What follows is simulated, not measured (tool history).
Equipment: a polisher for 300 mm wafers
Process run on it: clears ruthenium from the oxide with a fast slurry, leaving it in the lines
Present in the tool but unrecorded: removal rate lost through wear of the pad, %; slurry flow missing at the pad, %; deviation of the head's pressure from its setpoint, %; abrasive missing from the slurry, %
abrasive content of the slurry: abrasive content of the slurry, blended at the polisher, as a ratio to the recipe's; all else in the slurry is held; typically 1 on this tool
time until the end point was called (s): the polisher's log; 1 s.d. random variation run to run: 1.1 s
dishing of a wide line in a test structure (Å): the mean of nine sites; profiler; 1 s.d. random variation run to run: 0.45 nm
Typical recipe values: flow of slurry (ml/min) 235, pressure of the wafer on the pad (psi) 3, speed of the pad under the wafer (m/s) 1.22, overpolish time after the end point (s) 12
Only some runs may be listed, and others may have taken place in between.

| run | hour | flow of slurry (ml/min) | pressure of the wafer on the pad (psi) | speed of the pad under the wafer (m/s) | abrasive content of the slurry | overpolish time after the end point (s) | wafers since the last listed run | wafers polished on this pad | hours since the slurry nozzle was cleaned | hours since the head pressure was calibrated | hours since the slurry blender was calibrated | incoming thickness of the incoming film, nm | time until the end point was called (s) | dishing of a wide line in a test structure (Å) |
|---|---|---|---|---|---|---|---|---|---|---|---|---|---|---|
| 1 | 0 | 235 | 3 | 1.22 | 1 | 16 | 0 | 592 | 434.9 | 423 | 153 | 251.5 | 55 | 349 |
|  | 20.2 | slurry nozzle cleaned |
| 2 | 31 | 235 | 3 | 1.22 | 1 | 16 | 302 | 895 | 10.8 | 454 | 184 | 253.8 | 58.5 | 348 |
| 3 | 70.8 | 235 | 3 | 1.22 | 1 | 16 | 401 | 1297 | 50.6 | 493.8 | 223.8 | 247.6 | 57.9 | 349 |
| 4 | 141.5 | 235 | 3 | 1.22 | 1 | 17 | 713 | 2010 | 121.3 | 564.5 | 294.5 | 247.6 | 59.2 | 359 |
| 5 | 204 | 235 | 3 | 1.22 | 1 | 12 | 630 | 2641 | 183.8 | 627 | 357 | 246.9 | 58.7 | 302 |
| 6 | 253.4 | 235 | 3 | 1.22 | 1 | 12 | 498 | 3140 | 233.2 | 676.4 | 406.4 | 253.2 | 60.8 | 296 |
| 7 | 308.4 | 235 | 3 | 1.22 | 1 | 12 | 555 | 3695 | 288.2 | 731.4 | 461.4 | 251.2 | 59.4 | 294 |
|  | 321.2 | worn pad replaced by a new one |
|  | 324.6 | slurry blender recalibrated |
| 8 | 361.4 | 235 | 3 | 1.22 | 1 | 12 | 474 | 385 | 341.2 | 784.4 | 36.8 | 250.2 | 56.7 | 309 |
| 9 | 414.1 | 235 | 3 | 1.22 | 0.85 | 12 | 531 | 917 | 393.9 | 837.1 | 89.5 | 251.8 | 58.8 | 305 |
| 10 | 439.5 | 235 | 3 | 1.22 | 1 | 12 | 256 | 1173 | 419.3 | 862.5 | 114.9 | 250.3 | 58.2 | 302 |
| 11 | 468.8 | 290 | 3.3 | 0.9 | 1 | 15 | 295 | 1469 | 448.6 | 891.8 | 144.2 | 251.6 | 72.2 | 303 |
| 12 | 511.9 | 235 | 3 | 1.22 | 0.9 | 12 | 434 | 1904 | 491.7 | 934.9 | 187.3 | 245 | 57.3 | 296 |
|  | 515 | slurry nozzle cleaned |
| 13 | 543.1 | 310 | 3.9 | 1.38 | 1 | 5 | 304 | 2208 | 28.1 | 966.1 | 218.5 | 253.8 | 41.6 | 219 |
| 14 | 606.5 | 235 | 3.9 | 1.22 | 1 | 19 | 639 | 2848 | 91.5 | 1029.5 | 281.9 | 250.3 | 47.8 | 391 |
| 15 | 632.8 | 235 | 3.6 | 1.34 | 1 | 12 | 265 | 3114 | 117.8 | 1055.8 | 308.2 | 250 | 47 | 326 |
|  | 694.9 | worn pad replaced by a new one |
| 16 | 695.4 | 235 | 3 | 1.22 | 1 | 12 | 591 | 4 | 180.4 | 1118.4 | 370.8 | 250.5 | 58.8 | 297 |
| 17 | 733.2 | 155 | 3 | 1.64 | 1 | 15 | 381 | 386 | 218.2 | 1156.2 | 408.6 | 245.9 | 43.9 | 369 |
|  | 787.1 | head pressure recalibrated |
| 18 | 787.9 | 235 | 2.4 | 1.22 | 1.3 | 7 | 531 | 918 | 272.9 | 0.8 | 463.3 | 247.6 | 67.8 | 202 |
| 19 | 830.6 | 235 | 3 | 1.22 | 1 | 12 | 430 | 1349 | 315.6 | 43.5 | 506 | 248.3 | 61.9 | 296 |
|  | 861.4 | slurry blender recalibrated |
| 20 | 862.6 | 235 | 3 | 1.22 | 1 | 12 | 302 | 1651 | 347.6 | 75.5 | 1.2 | 246.7 | 56.9 | 301 |
| 21 | 901.6 | 235 | 3.9 | 1.22 | 1 | 19 | 393 | 2045 | 386.6 | 114.5 | 40.2 | 249.7 | 46.8 | 394 |
|  | 944.2 | slurry nozzle cleaned |
| 22 | 1068.3 | 180 | 3 | 1.22 | 1 | 10 | 1672 | 3717 | 124.1 | 281.2 | 206.9 | 248.6 | 57 | 259 |
| 23 | 1102.8 | 165 | 3 | 1.22 | 1 | 12 | 348 | 4065 | 158.6 | 315.7 | 241.4 | 246.5 | 60.6 | 299 |
|  | 1139.6 | worn pad replaced by a new one |
| 24 | 1160.5 | 235 | 3 | 1.22 | 1 | 12 | 541 | 210 | 216.3 | 373.4 | 299.1 | 248.5 | 59.7 | 301 |
| 25 | 1227.9 | 235 | 3 | 1.22 | 1 | 12 | 680 | 891 | 283.7 | 440.8 | 366.5 | 248.7 | 57.2 | 296 |
| 26 | 1256.2 | 235 | 3.8 | 1.22 | 1 | 12 | 285 | 1176 | 312 | 469.1 | 394.8 | 250.1 | 51.3 | 321 |
|  | 1332 | slurry blender recalibrated |
|  | 1356.7 | slurry nozzle cleaned |
| 27 | 1451 | 235 | 3 | 1.54 | 1 | 12 | 1935 | 3112 | 94.3 | 663.9 | 119 | 251 | 44.9 | 337 |

The same runs without the tool's hidden state, with the same run-to-run variation:
| run | time until the end point was called (s) | dishing of a wide line in a test structure (Å) |
|---|---|---|
| 1 | 53.4 | 354 |
| 2 | 56.4 | 353 |
| 3 | 55.3 | 355 |
| 4 | 55.7 | 367 |
| 5 | 54.4 | 315 |
| 6 | 55.7 | 310 |
| 7 | 53.7 | 310 |
| 8 | 55.9 | 311 |
| 9 | 57.4 | 309 |
| 10 | 56.6 | 307 |
| 11 | 69.7 | 309 |
| 12 | 54.7 | 304 |
| 13 | 39.6 | 227 |
| 14 | 44.8 | 398 |
| 15 | 43.8 | 337 |
| 16 | 53.9 | 311 |
| 17 | 39.9 | 381 |
| 18 | 61.3 | 217 |
| 19 | 54.8 | 315 |
| 20 | 56.1 | 303 |
| 21 | 45.8 | 396 |
| 22 | 53.9 | 268 |
| 23 | 56.9 | 310 |
| 24 | 55.2 | 314 |
| 25 | 52.1 | 311 |
| 26 | 46.4 | 337 |
| 27 | 43.8 | 341 |
